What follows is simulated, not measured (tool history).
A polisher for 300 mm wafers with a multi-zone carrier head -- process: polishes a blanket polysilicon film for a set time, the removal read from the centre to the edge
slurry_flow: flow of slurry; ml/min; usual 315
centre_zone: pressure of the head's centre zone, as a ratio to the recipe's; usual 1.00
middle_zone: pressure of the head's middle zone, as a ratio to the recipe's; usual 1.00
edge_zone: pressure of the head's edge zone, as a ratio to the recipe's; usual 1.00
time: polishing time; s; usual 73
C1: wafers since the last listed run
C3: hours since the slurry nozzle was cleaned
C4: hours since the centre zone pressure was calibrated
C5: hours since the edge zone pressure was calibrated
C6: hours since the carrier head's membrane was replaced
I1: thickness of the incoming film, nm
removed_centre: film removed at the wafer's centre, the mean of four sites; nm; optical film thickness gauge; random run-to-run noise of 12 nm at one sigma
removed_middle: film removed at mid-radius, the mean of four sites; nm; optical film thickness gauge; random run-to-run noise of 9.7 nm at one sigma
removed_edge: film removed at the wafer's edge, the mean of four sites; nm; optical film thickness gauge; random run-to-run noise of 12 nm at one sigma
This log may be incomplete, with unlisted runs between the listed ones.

{"run": 1, "day": 0.0, "slurry_flow": 315, "centre_zone": 1.0, "middle_zone": 1.0, "edge_zone": 0.93, "time": 73, "C1": 0, "wafers polished on this pad": 214, "C3": 175.5, "C4": 699.6, "C5": 239.8, "C6": 467.8, "I1": 2381.9, "removed_centre": 758.3, "removed_middle": 771.5, "removed_edge": 754.5}
{"run": 2, "day": 0.675, "slurry_flow": 270, "centre_zone": 1.0, "middle_zone": 1.0, "edge_zone": 1.0, "time": 73, "C1": 198, "wafers polished on this pad": 413, "C3": 191.7, "C4": 715.8, "C5": 256.0, "C6": 484.0, "I1": 2365.6, "removed_centre": 730.3, "removed_middle": 740.7, "removed_edge": 777.5}
{"run": 3, "day": 1.788, "slurry_flow": 230, "centre_zone": 1.0, "middle_zone": 1.0, "edge_zone": 1.0, "time": 73, "C1": 327, "wafers polished on this pad": 740, "C3": 218.4, "C4": 742.5, "C5": 282.7, "C6": 510.7, "I1": 2366.2, "removed_centre": 704.9, "removed_middle": 705.6, "removed_edge": 730.2}
{"run": 4, "day": 2.4, "slurry_flow": 230, "centre_zone": 1.0, "middle_zone": 1.0, "edge_zone": 1.0, "time": 73, "C1": 180, "wafers polished on this pad": 921, "C3": 233.1, "C4": 757.2, "C5": 297.4, "C6": 525.4, "I1": 2418.1, "removed_centre": 716.4, "removed_middle": 718.1, "removed_edge": 735.5}
{"run": 5, "day": 2.979, "slurry_flow": 230, "centre_zone": 1.0, "middle_zone": 1.0, "edge_zone": 1.0, "time": 73, "C1": 170, "wafers polished on this pad": 1091, "C3": 247.0, "C4": 771.1, "C5": 311.3, "C6": 539.3, "I1": 2353.6, "removed_centre": 710.4, "removed_middle": 700.1, "removed_edge": 724.2}
{"day": 3.333, "done": "worn pad replaced by a new one, of another model than before"}
{"run": 6, "day": 3.392, "slurry_flow": 315, "centre_zone": 1.0, "middle_zone": 1.0, "edge_zone": 1.0, "time": 73, "C1": 72, "wafers polished on this pad": 16, "C3": 256.9, "C4": 781.0, "C5": 321.2, "C6": 549.2, "I1": 2367.2, "removed_centre": 784.4, "removed_middle": 791.2, "removed_edge": 832.7}
{"run": 7, "day": 3.825, "slurry_flow": 315, "centre_zone": 1.0, "middle_zone": 1.0, "edge_zone": 1.0, "time": 73, "C1": 127, "wafers polished on this pad": 144, "C3": 267.3, "C4": 791.4, "C5": 331.6, "C6": 559.6, "I1": 2398.8, "removed_centre": 782.8, "removed_middle": 770.9, "removed_edge": 817.0}
{"day": 4.379, "done": "carrier head's membrane replaced by a new one"}
{"run": 8, "day": 4.4, "slurry_flow": 315, "centre_zone": 1.0, "middle_zone": 1.0, "edge_zone": 1.0, "time": 73, "C1": 108, "wafers polished on this pad": 252, "C3": 281.1, "C4": 805.2, "C5": 345.4, "C6": 0.5, "I1": 2356.4, "removed_centre": 770.1, "removed_middle": 759.8, "removed_edge": 777.1}
{"run": 9, "day": 4.833, "slurry_flow": 385, "centre_zone": 0.91, "middle_zone": 1.08, "edge_zone": 1.0, "time": 73, "C1": 127, "wafers polished on this pad": 380, "C3": 291.5, "C4": 815.6, "C5": 355.8, "C6": 10.9, "I1": 2377.1, "removed_centre": 694.1, "removed_middle": 802.5, "removed_edge": 774.9}
{"run": 10, "day": 5.296, "slurry_flow": 315, "centre_zone": 1.0, "middle_zone": 1.0, "edge_zone": 1.0, "time": 73, "C1": 136, "wafers polished on this pad": 516, "C3": 302.6, "C4": 826.7, "C5": 366.9, "C6": 22.0, "I1": 2388.5, "removed_centre": 726.7, "removed_middle": 734.5, "removed_edge": 744.2}
{"run": 11, "day": 5.833, "slurry_flow": 315, "centre_zone": 1.0, "middle_zone": 1.0, "edge_zone": 0.94, "time": 64, "C1": 158, "wafers polished on this pad": 674, "C3": 315.5, "C4": 839.6, "C5": 379.8, "C6": 34.9, "I1": 2404.5, "removed_centre": 648.2, "removed_middle": 641.3, "removed_edge": 647.3}
{"day": 6.138, "done": "slurry nozzle cleaned"}
{"day": 6.146, "done": "edge zone pressure recalibrated"}
{"run": 12, "day": 6.158, "slurry_flow": 220, "centre_zone": 1.0, "middle_zone": 1.0, "edge_zone": 1.0, "time": 73, "C1": 81, "wafers polished on this pad": 755, "C3": 0.5, "C4": 847.4, "C5": 0.3, "C6": 42.7, "I1": 2415.2, "removed_centre": 645.7, "removed_middle": 660.1, "removed_edge": 689.4}
{"day": 6.779, "done": "centre zone pressure recalibrated"}
{"run": 13, "day": 6.8, "slurry_flow": 315, "centre_zone": 0.91, "middle_zone": 1.07, "edge_zone": 1.0, "time": 61, "C1": 164, "wafers polished on this pad": 920, "C3": 15.9, "C4": 0.5, "C5": 15.7, "C6": 58.1, "I1": 2392.4, "removed_centre": 557.9, "removed_middle": 625.8, "removed_edge": 621.1}
{"run": 14, "day": 7.342, "slurry_flow": 360, "centre_zone": 1.0, "middle_zone": 0.94, "edge_zone": 1.0, "time": 73, "C1": 159, "wafers polished on this pad": 1079, "C3": 28.9, "C4": 13.5, "C5": 28.7, "C6": 71.1, "I1": 2384.7, "removed_centre": 746.8, "removed_middle": 699.9, "removed_edge": 763.0}
{"day": 7.838, "done": "worn pad replaced by a new one"}
{"run": 15, "day": 7.983, "slurry_flow": 315, "centre_zone": 1.0, "middle_zone": 1.0, "edge_zone": 1.0, "time": 73, "C1": 139, "wafers polished on this pad": 42, "C3": 44.3, "C4": 28.9, "C5": 44.1, "C6": 86.5, "I1": 2402.8, "removed_centre": 789.5, "removed_middle": 791.3, "removed_edge": 826.7}
{"run": 16, "day": 8.542, "slurry_flow": 315, "centre_zone": 1.11, "middle_zone": 1.0, "edge_zone": 1.0, "time": 91, "C1": 164, "wafers polished on this pad": 207, "C3": 57.7, "C4": 42.3, "C5": 57.5, "C6": 99.9, "I1": 2361.3, "removed_centre": 1064.1, "removed_middle": 957.7, "removed_edge": 992.7}

What if the next run were any one of these 3? Each begins from the tool's condition after run 16:
{"run": "A", "day": 8.562, "slurry_flow": 315, "centre_zone": 1.0, "middle_zone": 1.0, "edge_zone": 1.0, "time": 73, "C1": 6, "wafers polished on this pad": 213, "C3": 58.2, "C4": 42.8, "C5": 58.0, "C6": 100.4, "I1": 2403.5, "removed_centre": "?", "removed_middle": "?", "removed_edge": "?"}
{"run": "B", "day": 8.562, "slurry_flow": 250, "centre_zone": 1.0, "middle_zone": 1.07, "edge_zone": 1.0, "time": 73, "C1": 6, "wafers polished on this pad": 213, "C3": 58.2, "C4": 42.8, "C5": 58.0, "C6": 100.4, "I1": 2403.5, "removed_centre": "?", "removed_middle": "?", "removed_edge": "?"}
{"run": "C", "day": 8.562, "slurry_flow": 315, "centre_zone": 1.0, "middle_zone": 1.0, "edge_zone": 1.1, "time": 56, "C1": 6, "wafers polished on this pad": 213, "C3": 58.2, "C4": 42.8, "C5": 58.0, "C6": 100.4, "I1": 2403.5, "removed_centre": "?", "removed_middle": "?", "removed_edge": "?"}

run=A removed_centre=751.6 removed_middle=756.6 removed_edge=784.3
run=B removed_centre=713.5 removed_middle=749.5 removed_edge=756.5
run=C removed_centre=576.6 removed_middle=580.3 removed_edge=630.7
Without the tool's hidden state the same runs would have given:
run=A removed_centre=789.8 removed_middle=794.9 removed_edge=824.1
run=B removed_centre=749.7 removed_middle=787.5 removed_edge=794.9
run=C removed_centre=605.8 removed_middle=609.7 removed_edge=662.7
